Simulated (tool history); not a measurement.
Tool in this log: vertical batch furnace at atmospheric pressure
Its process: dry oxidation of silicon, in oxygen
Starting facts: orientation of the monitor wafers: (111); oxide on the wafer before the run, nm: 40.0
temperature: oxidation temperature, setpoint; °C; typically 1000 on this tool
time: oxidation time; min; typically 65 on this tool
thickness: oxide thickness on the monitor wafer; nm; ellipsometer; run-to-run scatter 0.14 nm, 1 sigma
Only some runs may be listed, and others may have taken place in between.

| run | hour | temperature | time | read-back reference wafer on the same gauge, thickness | thickness |
|---|---|---|---|---|---|
| 1 | 0 | 1010 | 65 | 75.99 | 101.18 |
| 2 | 14.2 | 1000 | 65 | 76 | 95.82 |
| 3 | 32.3 | 1000 | 65 | 75.98 | 95.76 |
| 4 | 46 | 1000 | 65 | 75.99 | 95.99 |
| 5 | 57.3 | 1000 | 65 | 76 | 96.15 |
| 6 | 99.9 | 1000 | 65 | 76.01 | 95.81 |
| 7 | 110.5 | 1000 | 65 | 76.03 | 95.96 |
| 8 | 127.7 | 1000 | 65 | 76.02 | 95.98 |
| 9 | 134.7 | 1000 | 65 | 76.02 | 95.94 |
| 10 | 145.9 | 1010 | 47 | 76.03 | 87.25 |
| 11 | 163.2 | 1010 | 47 | 76.03 | 87.04 |
| 12 | 174.9 | 1000 | 56.5 | 75.99 | 90.05 |
| 13 | 207.5 | 991 | 40 | 76 | 75 |
|  | 210.5 | gauge calibrated |
| 14 | 221.5 | 991 | 40 | 75.97 | 75.09 |
| 15 | 237.8 | 1000 | 65 | 76 | 96.25 |
| 16 | 250.1 | 1000 | 90 | 76.02 | 112.27 |
| 17 | 267.1 | 979 | 43 | 76 | 73.4 |
| 18 | 279.9 | 1000 | 65 | 75.99 | 96.27 |
|  | 312.7 | boat lift adjusted |
|  | 315.6 | thermocouples replaced and temperature profile calibrated |
| 19 | 316.1 | 983 | 83 | 76.01 | 96.48 |
| 20 | 320.9 | 1012 | 33 | 75.95 | 74.11 |
| 21 | 325.6 | 1022 | 53 | 76.03 | 94.76 |
| 22 | 340.4 | 1000 | 89.5 | 75.97 | 108.68 |
| 23 | 360 | 988 | 65 | 76 | 88.18 |
| 24 | 376.7 | 986 | 93 | 75.99 | 103.03 |
| 25 | 396.6 | 1011 | 81.5 | 76.01 | 110.15 |
| 26 | 411.3 | 981 | 65 | 76 | 85.44 |
| 27 | 426.6 | 1000 | 65 | 76.03 | 93.37 |
| 28 | 433.7 | 1016 | 42 | 75.99 | 83.31 |
| 29 | 448.8 | 1000 | 65 | 75.99 | 93.31 |
| 30 | 468.4 | 1000 | 65 | 75.98 | 93.48 |
| 31 | 488 | 1000 | 65 | 76.03 | 93.49 |

Measured minus without-hidden-state, run by run (identical run-to-run variation in each term; gauge scatter may differ):
What the log doesn't record here: true tube temperature minus thermocouple reading, K; monitor wafer colder than the profiled boat position, K; gauge reads high (%).
| run | thickness |
|---|---|
| 1 | +2.81 |
| 2 | +2.67 |
| 3 | +2.69 |
| 4 | +2.71 |
| 5 | +2.72 |
| 6 | +2.77 |
| 7 | +2.79 |
| 8 | +2.8 |
| 9 | +2.81 |
| 10 | +2.38 |
| 11 | +2.39 |
| 12 | +2.59 |
| 13 | +1.85 |
| 14 | +1.87 |
| 15 | +2.94 |
| 16 | +3.67 |
| 17 | +1.84 |
| 18 | +2.99 |
| 19 | +0.11 |
| 20 | +0.08 |
| 21 | +0.11 |
| 22 | +0.17 |
| 23 | +0.14 |
| 24 | +0.19 |
| 25 | +0.25 |
| 26 | +0.18 |
| 27 | +0.23 |
| 28 | +0.19 |
| 29 | +0.25 |
| 30 | +0.28 |
| 31 | +0.3 |

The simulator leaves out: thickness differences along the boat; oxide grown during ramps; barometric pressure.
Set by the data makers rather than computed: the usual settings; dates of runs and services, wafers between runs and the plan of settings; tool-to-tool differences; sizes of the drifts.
